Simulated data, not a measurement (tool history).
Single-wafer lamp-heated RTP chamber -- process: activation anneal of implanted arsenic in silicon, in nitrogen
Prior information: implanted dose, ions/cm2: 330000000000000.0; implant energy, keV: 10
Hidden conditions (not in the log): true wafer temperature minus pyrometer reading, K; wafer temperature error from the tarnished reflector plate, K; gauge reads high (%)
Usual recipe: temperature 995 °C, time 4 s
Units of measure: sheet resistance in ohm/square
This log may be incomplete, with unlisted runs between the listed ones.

run    hour  temperature  time  wafers since the last listed run  wafers since the last pyrometer calibration  wafers since the reflector plate was cleaned  hours since the gauge calibration  read-back reference wafer on the same gauge, sheet resistance  sheet resistance
  1     0.0          995     5                                 0                                         5490                                          1430                             1725.1                                                         322.96            343.12
  2    25.2          995     5                               554                                         6045                                          1985                             1750.3                                                         322.97            342.95
  3    82.6          995     5                              1263                                         7308                                          3248                             1807.7                                                         323.15            343.43
      137.3  -- pyrometer window cleaned and pyrometer calibrated
  4   140.0          995     3                              1087                                           59                                          4335                             1865.1                                                         323.22            349.59
  5   207.5          995     3                              1485                                         1545                                          5821                             1932.6                                                         323.14            348.07
  6   255.2         1015     4                              1049                                         2595                                          6871                             1980.3                                                         322.73            342.66
  7   282.2         1015     4                               594                                         3189                                          7465                             2007.3                                                         323.05            342.17
      303.6  -- reflector plate cleaned
  8   326.8         1015     4                               805                                         3995                                           509                             2051.9                                                         323.18            341.99
  9   374.8          995     4                              1056                                         5051                                          1566                             2099.9                                                         323.12            344.56
 10   437.9          972     4                              1388                                         6440                                          2955                             2163.0                                                         322.85            349.22
 11   488.8          972     4                              1120                                         7561                                          4075                             2213.9                                                         323.18            349.09
      566.4  -- pyrometer window cleaned and pyrometer calibrated
 12   657.8          972     4                              3543                                         2012                                          7619                             2382.9                                                         323.00            349.79
      664.7  -- gauge calibrated
      674.7  -- reflector plate cleaned
 13   727.8          995     4                              1364                                         3377                                          1167                               63.1                                                         323.00            344.86
 14   772.3          995     4                               979                                         4356                                          2147                              107.6                                                         323.03            345.32
 15   823.0          995     4                              1116                                         5472                                          3263                              158.3                                                         322.89            344.17
 16   888.4          995     4                              1439                                         6912                                          4703                              223.7                                                         323.04            344.71
 17   917.5          995     4                               640                                         7553                                          5343                              252.8                                                         322.88            345.18
      938.7  -- pyrometer window cleaned and pyrometer calibrated
 18   979.4          985     4                              1186                                          894                                          6529                              314.7                                                         322.92            347.07
 19  1041.1          995     6                              1358                                         2252                                          7888                              376.4                                                         323.11            342.64
     1071.5  -- reflector plate cleaned
 20  1111.7          995     4                              1377                                         3630                                           885                              447.0                                                         323.15            345.14
 21  1148.8         1015     6                               816                                         4447                                          1702                              484.1                                                         323.05            338.15
 22  1195.6          995     5                              1030                                         5477                                          2732                              530.9                                                         323.04            343.00
 23  1254.7          968     3                              1300                                         6778                                          4033                              590.0                                                         322.95            352.61
 24  1281.0          986     3                               578                                         7357                                          4612                              616.3                                                         322.94            349.29
 25  1348.8          987     3                              1492                                         8849                                          6104                              684.1                                                         323.04            348.15
     1384.2  -- pyrometer window cleaned and pyrometer calibrated
 26  1384.7          970     4                               614                                           11                                          6718                              720.0                                                         322.98            352.27
 27  1409.6          995     4                               548                                          559                                          7266                              744.9                                                         323.09            346.93
     1453.7  -- reflector plate cleaned
 28  1475.4          977     3                              1272                                         1831                                           478                              810.7                                                         323.07            350.87
 29  1690.9          972     5                              4743                                         6575                                          5222                             1026.2                                                         322.92            347.00
 30  1740.5          995     3                              1091                                         7666                                          6313                             1075.8                                                         323.03            347.39
 31  1765.9          995     4                               559                                         8226                                          6872                             1101.2                                                         322.94            345.30
     1800.2  -- pyrometer window cleaned and pyrometer calibrated
     1821.0  -- reflector plate cleaned
 32  1821.5         1013     4                               871                                          291                                            10                             1156.8                                                         323.02            342.75
 33  1881.4         1024     4                              1318                                         1610                                          1329                             1216.7                                                         323.00            340.78
 34  1928.6          968     4                              1038                                         2649                                          2368                             1263.9                                                         322.75            349.39
 35  1999.5          995     4                              1560                                         4209                                          3928                             1334.8                                                         322.99            345.37
 36  2044.4         1020     3                               988                                         5198                                          4917                             1379.7                                                         322.96            344.23
 37  2110.3         1012     3                              1450                                         6648                                          6367                             1445.6                                                         323.09            344.09

3 options for the next run, each taken on its own from the tool as it stands now. Forecast them:
  A  2110.7         1020     4                                 8                                         6657                                          6376                             1446.0                                                              ?                 ?
  B  2110.7          970     3                                 8                                         6657                                          6376                             1446.0                                                              ?                 ?
  C  2110.7          984     6                                 8                                         6657                                          6376                             1446.0                                                              ?                 ?

run  read-back reference wafer on the same gauge, sheet resistance  sheet resistance
  A                                                         322.92            340.41
  B                                                         322.92            350.84
  C                                                         322.92            342.87
Without the tool's hidden state the same runs would have given:
run  sheet resistance
  A            342.22
  B            353.22
  C            344.83
